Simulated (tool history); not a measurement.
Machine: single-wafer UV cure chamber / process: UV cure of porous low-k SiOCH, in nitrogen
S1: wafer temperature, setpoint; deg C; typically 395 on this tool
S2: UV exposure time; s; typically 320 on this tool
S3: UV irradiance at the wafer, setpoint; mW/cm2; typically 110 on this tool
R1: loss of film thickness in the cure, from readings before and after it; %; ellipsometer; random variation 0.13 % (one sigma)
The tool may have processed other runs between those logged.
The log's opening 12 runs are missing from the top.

| run | hour | S1 | S2 | S3 | R1 |
|---|---|---|---|---|---|
|  | 175.2 | UV bulbs replaced |
| 13 | 175.7 | 395 | 320 | 110 | 14.025 |
| 14 | 177.6 | 395 | 320 | 110 | 13.756 |
| 15 | 225.2 | 395 | 320 | 110 | 13.54 |
| 16 | 233.3 | 395 | 255 | 110 | 12.352 |
| 17 | 240.8 | 395 | 255 | 110 | 12.649 |
| 18 | 257.3 | 395 | 255 | 110 | 12.585 |
| 19 | 274.2 | 395 | 320 | 110 | 13.502 |
| 20 | 285.9 | 410 | 320 | 96 | 12.96 |
| 21 | 296.7 | 395 | 320 | 140 | 14.685 |
| 22 | 308.6 | 395 | 320 | 110 | 13.422 |

Run 23 has not been measured yet. What should we expect?
| 23 | 314.7 | 403 | 395 | 72 | ? |

{"run 23": {"R1": 12.515}}
With no hidden state in the tool, this same run would have given R1 13.448 %.
